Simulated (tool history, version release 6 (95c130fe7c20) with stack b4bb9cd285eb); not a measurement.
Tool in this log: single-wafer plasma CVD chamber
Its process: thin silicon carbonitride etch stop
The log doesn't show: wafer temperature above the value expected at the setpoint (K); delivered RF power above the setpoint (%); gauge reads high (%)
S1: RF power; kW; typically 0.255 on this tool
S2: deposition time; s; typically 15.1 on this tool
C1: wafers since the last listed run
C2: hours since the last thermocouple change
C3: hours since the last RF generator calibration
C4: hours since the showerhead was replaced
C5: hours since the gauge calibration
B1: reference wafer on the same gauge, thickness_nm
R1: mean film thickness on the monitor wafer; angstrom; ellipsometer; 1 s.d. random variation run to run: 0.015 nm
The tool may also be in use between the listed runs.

run	hour	S1	S2	C1	C2	C3	C4	C5	B1	R1
1	0.0	0.255	15.1	0	1660.5	1864.5	2709.2	73.4	10.435	98.99
2	9.7	0.255	15.1	155	1670.2	1874.2	2718.9	83.1	10.423	99.06
3	16.1	0.255	15.1	102	1676.6	1880.6	2725.3	89.5	10.424	98.69
4	30.1	0.255	17.0	225	1690.6	1894.6	2739.3	103.5	10.425	111.39
5	37.3	0.255	13.3	115	1697.8	1901.8	2746.5	110.7	10.416	86.97
6	52.4	0.255	13.3	242	1712.9	1916.9	2761.6	125.8	10.408	86.93
7	68.9	0.255	15.1	265	1729.4	1933.4	2778.1	142.3	10.400	98.63
# hour 78.0: gauge calibrated
8	85.0	0.255	15.1	258	1745.5	1949.5	2794.2	7.0	10.484	99.32
9	91.1	0.255	15.1	98	1751.6	1955.6	2800.3	13.1	10.465	99.40
10	107.4	0.295	13.4	261	1767.9	1971.9	2816.6	29.4	10.471	91.74
# hour 125.6: RF generator calibrated
# hour 127.9: thermocouple changed; heater temperature recalibrated
11	128.4	0.230	16.9	172	0.5	2.8	2837.6	50.4	10.459	108.20
12	138.2	0.275	18.0	157	10.3	12.6	2847.4	60.2	10.454	120.60
13	148.4	0.270	15.1	163	20.5	22.8	2857.6	70.4	10.446	100.59
# hour 168.2: showerhead replaced
14	168.7	0.280	15.1	197	40.8	43.1	0.5	90.7	10.440	101.84
15	180.6	0.255	15.1	191	52.7	55.0	12.4	102.6	10.434	98.81
16	187.7	0.255	15.1	114	59.8	62.1	19.5	109.7	10.443	99.17
17	200.2	0.255	13.8	200	72.3	74.6	32.0	122.2	10.429	90.30
18	211.6	0.240	14.0	183	83.7	86.0	43.4	133.6	10.425	90.34
# hour 217.2: gauge calibrated
19	224.1	0.205	13.8	200	96.2	98.5	55.9	6.9	10.468	85.56

What differs in the tool's unlogged condition from the final listed run ahead of each entry between runs to the first listed run following it?
Run 7 -> run 8: gauge calibrated (hour 78.0)
  gauge reads high (%): -0.639 -> 0.0695
  measured minus no-state result, R1: -0.64 -> +0.07 angstrom
Run 10 -> run 11: RF generator calibrated (hour 125.6); thermocouple changed; heater temperature recalibrated (hour 127.9)
  gauge reads high (%): -0.0201 -> -0.104
  measured minus no-state result, R1: -0.02 -> -0.11 angstrom
Run 13 -> run 14: showerhead replaced (hour 168.2)
  gauge reads high (%): -0.184 -> -0.265
  measured minus no-state result, R1: -0.19 -> -0.27 angstrom
Run 18 -> run 19: gauge calibrated (hour 217.2)
  gauge reads high (%): -0.437 -> -0.0127
  measured minus no-state result, R1: -0.39 -> -0.01 angstrom

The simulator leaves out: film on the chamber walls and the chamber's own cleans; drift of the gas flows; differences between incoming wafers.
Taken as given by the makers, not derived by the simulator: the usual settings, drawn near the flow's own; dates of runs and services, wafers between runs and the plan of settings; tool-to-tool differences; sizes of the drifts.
